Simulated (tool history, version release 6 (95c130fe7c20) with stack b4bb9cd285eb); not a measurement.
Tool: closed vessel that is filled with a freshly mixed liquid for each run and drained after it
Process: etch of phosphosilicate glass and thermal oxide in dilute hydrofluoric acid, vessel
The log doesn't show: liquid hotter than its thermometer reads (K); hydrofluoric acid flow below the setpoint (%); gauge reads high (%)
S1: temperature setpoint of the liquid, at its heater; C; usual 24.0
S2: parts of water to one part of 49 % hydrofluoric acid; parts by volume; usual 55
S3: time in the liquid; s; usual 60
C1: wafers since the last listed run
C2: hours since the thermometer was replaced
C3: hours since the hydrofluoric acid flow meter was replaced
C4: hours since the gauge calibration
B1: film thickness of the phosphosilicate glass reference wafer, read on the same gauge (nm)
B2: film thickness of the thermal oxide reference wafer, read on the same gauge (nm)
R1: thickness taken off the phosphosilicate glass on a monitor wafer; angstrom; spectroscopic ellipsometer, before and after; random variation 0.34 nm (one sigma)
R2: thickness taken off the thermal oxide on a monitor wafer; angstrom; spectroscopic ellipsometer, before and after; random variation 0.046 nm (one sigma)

run	hour	S1	S2	S3	C1	C2	C3	C4	B1	B2	R1	R2
1	0.0	24.0	55	60	0	333.8	480.8	1150.2	109.95	69.98	673.4	50.9
2	58.7	24.0	55	60	4239	392.5	539.5	1208.9	109.98	69.99	666.0	50.9
3	124.3	24.0	55	60	4737	458.1	605.1	1274.5	110.00	70.00	668.0	51.6
4	187.7	24.0	55	60	4578	521.5	668.5	1337.9	109.99	69.98	672.9	51.6
5	256.7	24.0	55	60	4983	590.5	737.5	1406.9	110.01	69.98	677.5	50.4
6	286.7	24.0	55	60	2166	620.5	767.5	1436.9	110.00	69.99	661.7	50.1
7	328.4	21.0	55	60	3011	662.2	809.2	1478.6	109.99	69.99	588.4	44.4
# hour 338.5: gauge calibrated
8	371.3	21.0	55	60	3098	705.1	852.1	32.8	109.99	70.01	590.9	45.0
9	400.1	21.0	55	60	2079	733.9	880.9	61.6	110.03	69.98	592.7	45.7
10	439.2	24.0	55	60	2823	773.0	920.0	100.7	110.01	70.02	670.4	51.0
# hour 444.8: thermometer replaced
11	498.4	24.0	55	60	4203	53.6	979.2	159.9	109.98	70.02	670.1	51.5
12	525.5	24.0	55	60	1957	80.7	1006.3	187.0	110.01	69.99	675.7	51.8
13	555.0	25.5	65	35	2130	110.2	1035.8	216.5	109.98	69.98	347.6	26.2
14	616.3	24.0	70	60	4427	171.5	1097.1	277.8	109.99	70.00	515.3	39.5
15	672.1	24.0	55	60	4029	227.3	1152.9	333.6	110.02	70.02	670.0	50.9
16	697.1	24.0	55	60	1805	252.3	1177.9	358.6	109.96	69.99	674.6	51.7
17	744.7	24.0	55	60	3437	299.9	1225.5	406.2	110.02	69.99	672.9	50.4
18	805.1	22.0	70	70	4362	360.3	1285.9	466.6	109.98	70.01	554.9	42.2
19	862.4	24.0	35	85	4138	417.6	1343.2	523.9	109.99	69.97	1534.7	117.1
# hour 917.9: hydrofluoric acid flow meter replaced
20	918.5	24.0	55	90	3979	473.7	0.6	580.0	110.04	69.99	1005.1	76.7
21	989.6	21.5	55	40	5134	544.8	71.7	651.1	110.04	70.00	404.6	30.5
22	1047.4	27.5	65	70	4174	602.6	129.5	708.9	110.01	70.02	742.2	56.9
23	1088.5	21.0	55	60	2968	643.7	170.6	750.0	109.99	70.04	595.2	45.5
24	1120.0	25.5	80	95	2274	675.2	202.1	781.5	110.03	70.01	751.8	57.3
25	1177.0	24.0	55	60	4116	732.2	259.1	838.5	110.02	69.99	674.7	51.2
# hour 1203.0: thermometer replaced
26	1245.8	24.0	55	60	4896	42.8	327.9	907.3	110.00	70.01	669.5	51.4

Hidden state at the last listed run before each entry between runs and at the first one after, where it differs:
Between runs 7 and 8: gauge calibrated (hour 338.5)
  no hidden state differs between the two runs
Between runs 10 and 11: thermometer replaced (hour 444.8)
  no hidden state differs between the two runs
Between runs 19 and 20: hydrofluoric acid flow meter replaced (hour 917.9)
  no hidden state differs between the two runs
Between runs 25 and 26: thermometer replaced (hour 1203.0)
  no hidden state differs between the two runs

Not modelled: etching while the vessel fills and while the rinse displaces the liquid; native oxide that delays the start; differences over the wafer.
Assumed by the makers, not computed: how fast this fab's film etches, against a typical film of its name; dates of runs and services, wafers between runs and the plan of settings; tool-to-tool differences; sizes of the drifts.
